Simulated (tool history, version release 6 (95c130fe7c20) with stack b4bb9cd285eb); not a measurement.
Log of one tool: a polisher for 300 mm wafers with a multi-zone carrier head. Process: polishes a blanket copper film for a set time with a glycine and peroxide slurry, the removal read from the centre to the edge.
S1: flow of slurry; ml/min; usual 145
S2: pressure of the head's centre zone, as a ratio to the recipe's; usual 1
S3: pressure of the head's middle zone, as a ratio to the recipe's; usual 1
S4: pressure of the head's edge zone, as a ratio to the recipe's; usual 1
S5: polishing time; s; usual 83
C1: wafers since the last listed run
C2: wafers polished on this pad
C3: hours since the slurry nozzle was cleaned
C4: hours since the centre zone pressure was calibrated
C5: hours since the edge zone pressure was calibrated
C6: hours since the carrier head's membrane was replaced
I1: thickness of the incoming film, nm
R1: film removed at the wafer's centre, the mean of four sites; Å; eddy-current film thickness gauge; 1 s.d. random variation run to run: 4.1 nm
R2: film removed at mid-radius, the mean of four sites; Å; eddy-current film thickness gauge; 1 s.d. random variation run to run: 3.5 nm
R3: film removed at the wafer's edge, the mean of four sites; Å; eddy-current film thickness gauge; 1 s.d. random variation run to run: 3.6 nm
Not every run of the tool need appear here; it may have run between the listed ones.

run	hour	S1	S2	S3	S4	S5	C1	C2	C3	C4	C5	C6	I1	R1	R2	R3
1	0	145	1	1	1	83	0	1080	165.2	486.4	698.3	1656.3	2212	3167	3171	3392
# hour 9.7: worn pad replaced by a new one
2	12.6	145	1	1	1	83	106	35	177.8	499	710.9	1668.9	2254.4	3191	3178	3290
3	30.2	145	1	1	1	83	217	252	195.4	516.6	728.5	1686.5	2286.9	3162	3150	3324
# hour 38.4: carrier head's membrane replaced by a new one
4	46.3	145	1	1	1	83	137	389	211.5	532.7	744.6	7.9	2237.3	3183	3140	3297
5	60.2	145	1	1	1	83	171	561	225.4	546.6	758.5	21.8	2246.5	3104	3166	3260
6	75.2	145	1	1	1	83	185	746	240.4	561.6	773.5	36.8	2220.9	3070	3089	3292
# hour 86.6: worn pad replaced by a new one
7	87.1	130	1.08	1	1	83	97	5	252.3	573.5	785.4	48.7	2236.8	3190	3032	3237
8	90.8	145	0.93	1.07	1	83	45	51	256	577.2	789.1	52.4	2266	2956	3251	3266
9	100.7	130	0.97	0.94	1	98	122	173	265.9	587.1	799	62.3	2238.9	3473	3411	3751
# hour 113.8: centre zone pressure recalibrated
10	118.2	145	0.93	1.07	1	83	191	365	283.4	4.4	816.5	79.8	2251.6	2836	3202	3209
11	136.2	130	1.08	1	1	83	222	587	301.4	22.4	834.5	97.8	2264.6	3093	2937	3224
# hour 137.7: slurry nozzle cleaned
12	143.8	145	1	0.97	1	83	81	668	6.1	30	842.1	105.4	2229.2	3289	3169	3364
13	159.2	145	1	0.94	1.04	83	190	859	21.5	45.4	857.5	120.8	2249.8	3208	3054	3472
# hour 171.4: edge zone pressure recalibrated
# hour 175.6: worn pad replaced by a new one
14	176.1	160	0.91	1.09	1	56	134	6	38.4	62.3	4.7	137.7	2222.6	2118	2378	2345

For run 15, what comes out?
15	185.7	145	1	1.08	1	83	118	124	48	71.9	14.3	147.3	2260.5	?	?	?

Run 15 yielded R1 3150 Å, R2 3418 Å, R3 3424 Å.
Minus the tool's unlogged condition, the same run would have read R1 3193 Å, R2 3459 Å, R3 3453 Å.

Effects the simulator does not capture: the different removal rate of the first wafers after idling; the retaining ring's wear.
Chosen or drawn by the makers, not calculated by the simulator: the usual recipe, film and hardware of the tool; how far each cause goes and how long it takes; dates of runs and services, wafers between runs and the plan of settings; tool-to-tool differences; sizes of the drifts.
